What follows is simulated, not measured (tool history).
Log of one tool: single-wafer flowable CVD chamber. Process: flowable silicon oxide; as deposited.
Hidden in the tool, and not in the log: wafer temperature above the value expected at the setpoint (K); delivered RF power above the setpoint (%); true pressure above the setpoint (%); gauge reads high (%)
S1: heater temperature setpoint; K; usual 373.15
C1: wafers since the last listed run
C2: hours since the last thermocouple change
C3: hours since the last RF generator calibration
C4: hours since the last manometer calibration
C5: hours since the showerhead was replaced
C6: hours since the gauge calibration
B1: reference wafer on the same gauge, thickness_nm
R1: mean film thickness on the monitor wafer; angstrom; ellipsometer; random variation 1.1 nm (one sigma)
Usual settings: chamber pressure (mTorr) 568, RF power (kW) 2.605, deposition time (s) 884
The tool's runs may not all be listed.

Run 1, hour 0: usual settings; C1 0; C2 1425.8; C3 1149.8; C4 677.3; C5 3242.2; C6 224.7; B1 380.145. Result: R1 3517.93 angstrom.
Run 2, hour 16.2: usual settings; C1 36; C2 1442; C3 1166; C4 693.5; C5 3258.4; C6 240.9; B1 380.032. Result: R1 3562.17 angstrom.
Run 3, hour 33.8: usual settings; C1 39; C2 1459.6; C3 1183.6; C4 711.1; C5 3276; C6 258.5; B1 380.074. Result: R1 3541.26 angstrom.
Run 4, hour 61.3: usual settings; C1 61; C2 1487.1; C3 1211.1; C4 738.6; C5 3303.5; C6 286; B1 380.142. Result: R1 3515.74 angstrom.
At hour 102: thermocouple changed; heater temperature recalibrated.
Run 5, hour 102.5: usual settings; C1 74; C2 0.5; C3 1252.3; C4 779.8; C5 3344.7; C6 327.2; B1 380.286. Result: R1 3546.75 angstrom.
Run 6, hour 118.7: usual settings; C1 36; C2 16.7; C3 1268.5; C4 796; C5 3360.9; C6 343.4; B1 380.087. Result: R1 3521.13 angstrom.
At hour 137.1: showerhead replaced.
Run 7, hour 139.6: usual settings; C1 28; C2 37.6; C3 1289.4; C4 816.9; C5 2.5; C6 364.3; B1 380.04. Result: R1 3525.71 angstrom.
Run 8, hour 153.2: usual settings; C1 30; C2 51.2; C3 1303; C4 830.5; C5 16.1; C6 377.9; B1 380.005. Result: R1 3557.34 angstrom.
Run 9, hour 224.5: usual settings; C1 159; C2 122.5; C3 1374.3; C4 901.8; C5 87.4; C6 449.2; B1 380.093. Result: R1 3529.22 angstrom.
Run 10, hour 236.9: usual settings but deposition time (s) 710; C1 27; C2 134.9; C3 1386.7; C4 914.2; C5 99.8; C6 461.6; B1 380.227. Result: R1 2828.75 angstrom.
Run 11, hour 253.5: usual settings; C1 37; C2 151.5; C3 1403.3; C4 930.8; C5 116.4; C6 478.2; B1 380.161. Result: R1 3560.71 angstrom.
Run 12, hour 277.1: usual settings but S1 363.15 K, chamber pressure (mTorr) 656; C1 52; C2 175.1; C3 1426.9; C4 954.4; C5 140; C6 501.8; B1 379.868. Result: R1 5920.3 angstrom.
Run 13, hour 302: usual settings; C1 55; C2 200; C3 1451.8; C4 979.3; C5 164.9; C6 526.7; B1 380.011. Result: R1 3543.24 angstrom.
Run 14, hour 334.3: usual settings; C1 72; C2 232.3; C3 1484.1; C4 1011.6; C5 197.2; C6 559; B1 379.934. Result: R1 3538.49 angstrom.
At hour 365.1: capacitance manometer re-zeroed and calibrated.
Run 15, hour 365.6: usual settings but S1 366.15 K, chamber pressure (mTorr) 458, RF power (kW) 2.1, deposition time (s) 805; C1 52; C2 263.6; C3 1515.4; C4 0.5; C5 228.5; C6 590.3; B1 379.799. Result: R1 3301.36 angstrom.
Run 16, hour 392: usual settings; C1 59; C2 290; C3 1541.8; C4 26.9; C5 254.9; C6 616.7; B1 380.088. Result: R1 3566.27 angstrom.
Run 17, hour 407.1: usual settings but S1 385.15 K, chamber pressure (mTorr) 531, deposition time (s) 1016; C1 33; C2 305.1; C3 1556.9; C4 42; C5 270; C6 631.8; B1 379.813. Result: R1 2434.04 angstrom.
Run 18, hour 422.7: usual settings but S1 362.15 K, chamber pressure (mTorr) 626, RF power (kW) 2.105, deposition time (s) 1009; C1 34; C2 320.7; C3 1572.5; C4 57.6; C5 285.6; C6 647.4; B1 380.067. Result: R1 6489.2 angstrom.
At hour 456.1: RF generator calibrated.
Run 19, hour 458.3: usual settings but S1 359.15 K, deposition time (s) 1051; C1 61; C2 356.3; C3 2.2; C4 93.2; C5 321.2; C6 683; B1 379.99. Result: R1 6961.27 angstrom.

Run 20 comes next. What will it give?
At hour 473.9: gauge calibrated.
Run 20, hour 485: usual settings; C1 59; C2 383; C3 28.9; C4 119.9; C5 347.9; C6 11.1; B1 ?. Result: R1 ?.

{"run 20": {"B1": 380.254, "R1": 3536.69}}
Without the tool's hidden state the same run would have given R1 3536.69 angstrom.
